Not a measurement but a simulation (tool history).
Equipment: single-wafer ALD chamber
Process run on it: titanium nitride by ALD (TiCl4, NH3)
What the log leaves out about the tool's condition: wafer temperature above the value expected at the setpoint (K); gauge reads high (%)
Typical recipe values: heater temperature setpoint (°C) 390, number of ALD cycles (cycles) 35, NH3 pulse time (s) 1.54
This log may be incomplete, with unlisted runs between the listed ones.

run,hour,heater temperature setpoint (°C),number of ALD cycles (cycles),NH3 pulse time (s),wafers since the last listed run,hours since the last thermocouple change,hours since the showerhead was replaced,hours since the gauge calibration,"read-back reference wafer on the same gauge, thickness_nm",mean film thickness on the monitor wafer (nm)
1,0.0,390,35,1.54,0,297.8,6744.0,1091.0,0.688,0.758
2,63.6,390,35,1.54,324,361.4,6807.6,1154.6,0.689,0.757
3,112.5,390,35,1.54,249,410.3,6856.5,1203.5,0.690,0.757
4,155.9,390,35,1.54,221,453.7,6899.9,1246.9,0.689,0.755
5,213.3,390,35,1.54,292,511.1,6957.3,1304.3,0.689,0.756
6,277.0,381,35,1.36,324,574.8,7021.0,1368.0,0.690,0.739
7,322.1,381,35,1.36,229,619.9,7066.1,1413.1,0.690,0.745
8,359.7,381,35,1.36,191,657.5,7103.7,1450.7,0.690,0.744
9,410.1,390,35,1.54,256,707.9,7154.1,1501.1,0.690,0.758
10,447.3,390,35,1.54,189,745.1,7191.3,1538.3,0.691,0.762
11,519.1,390,35,1.54,365,816.9,7263.1,1610.1,0.691,0.761
12,658.5,390,35,1.54,710,956.3,7402.5,1749.5,0.691,0.763
13,698.0,390,35,1.54,201,995.8,7442.0,1789.0,0.692,0.761
14,729.6,390,35,1.54,161,1027.4,7473.6,1820.6,0.693,0.759
15,779.6,390,35,1.54,254,1077.4,7523.6,1870.6,0.693,0.763
# hour 800.1: showerhead replaced
16,807.5,390,35,1.54,101,1105.3,7.4,1898.5,0.693,0.761
17,861.1,390,32,1.54,273,1158.9,61.0,1952.1,0.693,0.699
18,925.0,390,30,2.01,325,1222.8,124.9,2016.0,0.693,0.668
19,984.7,379,37,1.75,304,1282.5,184.6,2075.7,0.694,0.809
20,1015.1,390,38,1.84,154,1312.9,215.0,2106.1,0.695,0.839
21,1087.0,385,37,1.09,366,1384.8,286.9,2178.0,0.695,0.764
22,1117.3,390,35,1.54,154,1415.1,317.2,2208.3,0.694,0.766
23,1180.3,390,35,1.54,321,1478.1,380.2,2271.3,0.696,0.764
# hour 1261.8: gauge calibrated
24,1292.3,390,35,1.18,570,1590.1,492.2,30.5,0.687,0.735
25,1330.9,390,35,1.54,196,1628.7,530.8,69.1,0.688,0.756
26,1389.3,403,35,1.73,297,1687.1,589.2,127.5,0.687,0.772
27,1421.2,390,35,1.54,162,1719.0,621.1,159.4,0.687,0.752
28,1492.9,390,35,1.54,365,1790.7,692.8,231.1,0.687,0.757
29,1540.1,390,28,1.54,240,1837.9,740.0,278.3,0.687,0.605
# hour 1574.9: thermocouple changed; heater temperature recalibrated
30,1581.4,385,29,1.54,169,6.5,781.3,319.6,0.687,0.623
31,1607.0,390,35,1.54,130,32.1,806.9,345.2,0.687,0.756
32,1653.4,383,35,1.54,236,78.5,853.3,391.6,0.687,0.749
33,1710.1,390,35,1.54,288,135.2,910.0,448.3,0.688,0.758
34,1778.9,390,35,1.54,350,204.0,978.8,517.1,0.688,0.756
35,1834.3,394,41,1.38,282,259.4,1034.2,572.5,0.688,0.886
36,1896.1,390,35,1.54,314,321.2,1096.0,634.3,0.688,0.758
37,2042.1,397,29,1.82,744,467.2,1242.0,780.3,0.688,0.638
38,2113.3,390,35,1.54,362,538.4,1313.2,851.5,0.688,0.754
39,2173.2,377,33,2.01,305,598.3,1373.1,911.4,0.689,0.724
40,2245.1,405,31,1.85,366,670.2,1445.0,983.3,0.689,0.686

Branching from run 40: 4 alternative next runs. What would each branch give?
A,2245.6,390,35,1.54,2,670.7,1445.5,983.8,?,?
B,2245.6,390,39,1.16,2,670.7,1445.5,983.8,?,?
C,2245.6,375,42,2.12,2,670.7,1445.5,983.8,?,?
D,2245.6,395,29,1.54,2,670.7,1445.5,983.8,?,?

run,"read-back reference wafer on the same gauge, thickness_nm",mean film thickness on the monitor wafer (nm)
A,0.689,0.757
B,0.689,0.814
C,0.689,0.921
D,0.689,0.630
Take away the tool's hidden state, keep each run's random variation, and the runs would have read:
run,mean film thickness on the monitor wafer (nm)
A,0.755
B,0.812
C,0.919
D,0.628
